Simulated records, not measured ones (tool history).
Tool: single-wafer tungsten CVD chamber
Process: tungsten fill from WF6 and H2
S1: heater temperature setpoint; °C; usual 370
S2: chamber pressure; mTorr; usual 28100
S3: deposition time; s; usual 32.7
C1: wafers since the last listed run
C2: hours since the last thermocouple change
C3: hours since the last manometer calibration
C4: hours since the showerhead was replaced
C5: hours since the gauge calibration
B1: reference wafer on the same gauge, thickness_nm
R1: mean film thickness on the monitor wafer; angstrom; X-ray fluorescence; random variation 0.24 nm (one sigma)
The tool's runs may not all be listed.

Run 1, hour 0.0: usual settings but S2 26500 mTorr; C1 0; C2 2220.0; C3 2031.1; C4 4681.0; C5 179.9; B1 52.961. Result: R1 423.54 angstrom.
Run 2, hour 35.5: usual settings but S2 26500 mTorr; C1 594; C2 2255.5; C3 2066.6; C4 4716.5; C5 215.4; B1 52.990. Result: R1 425.01 angstrom.
Run 3, hour 56.1: usual settings but S1 367 °C; C1 345; C2 2276.1; C3 2087.2; C4 4737.1; C5 236.0; B1 52.967. Result: R1 408.55 angstrom.
Run 4, hour 74.7: usual settings but S1 367 °C; C1 311; C2 2294.7; C3 2105.8; C4 4755.7; C5 254.6; B1 53.074. Result: R1 409.38 angstrom.
Run 5, hour 103.2: usual settings; C1 477; C2 2323.2; C3 2134.3; C4 4784.2; C5 283.1; B1 53.049. Result: R1 437.15 angstrom.
At hour 131.6: showerhead replaced, of another model than before.
Run 6, hour 137.4: usual settings; C1 438; C2 2357.4; C3 2168.5; C4 5.8; C5 317.3; B1 53.046. Result: R1 438.11 angstrom.
Run 7, hour 159.9: usual settings; C1 376; C2 2379.9; C3 2191.0; C4 28.3; C5 339.8; B1 53.117. Result: R1 433.87 angstrom.
Run 8, hour 193.6: usual settings but S2 32300 mTorr; C1 564; C2 2413.6; C3 2224.7; C4 62.0; C5 373.5; B1 53.001. Result: R1 466.33 angstrom.
At hour 214.9: capacitance manometer re-zeroed and calibrated.
Run 9, hour 221.9: usual settings but S2 30300 mTorr; C1 340; C2 2441.9; C3 7.0; C4 90.3; C5 401.8; B1 52.960. Result: R1 446.21 angstrom.
At hour 236.3: gauge calibrated.
At hour 247.7: thermocouple changed; heater temperature recalibrated.
Run 10, hour 248.2: usual settings but S1 357 °C, S2 24000 mTorr, S3 37.3 s; C1 306; C2 0.5; C3 33.3; C4 116.6; C5 11.9; B1 53.034. Result: R1 398.89 angstrom.
Run 11, hour 325.3: usual settings; C1 1291; C2 77.6; C3 110.4; C4 193.7; C5 89.0; B1 53.084. Result: R1 508.35 angstrom.
Run 12, hour 352.5: usual settings but S1 364 °C, S2 23700 mTorr, S3 35.1 s; C1 455; C2 104.8; C3 137.6; C4 220.9; C5 116.2; B1 52.843. Result: R1 437.68 angstrom.
Run 13, hour 367.8: usual settings but S2 24200 mTorr, S3 36.6 s; C1 256; C2 120.1; C3 152.9; C4 236.2; C5 131.5; B1 52.983. Result: R1 531.65 angstrom.
Run 14, hour 391.9: usual settings but S1 380 °C, S3 31.0 s; C1 403; C2 144.2; C3 177.0; C4 260.3; C5 155.6; B1 53.076. Result: R1 594.85 angstrom.

The next listed run, before its measurement:
Run 15, hour 411.3: usual settings; C1 324; C2 163.6; C3 196.4; C4 279.7; C5 175.0; B1 ?. Result: R1 ?.

Run 15 gave B1 53.000, R1 499.18 angstrom.
Without the tool's hidden state the same run would have given R1 491.08 angstrom.

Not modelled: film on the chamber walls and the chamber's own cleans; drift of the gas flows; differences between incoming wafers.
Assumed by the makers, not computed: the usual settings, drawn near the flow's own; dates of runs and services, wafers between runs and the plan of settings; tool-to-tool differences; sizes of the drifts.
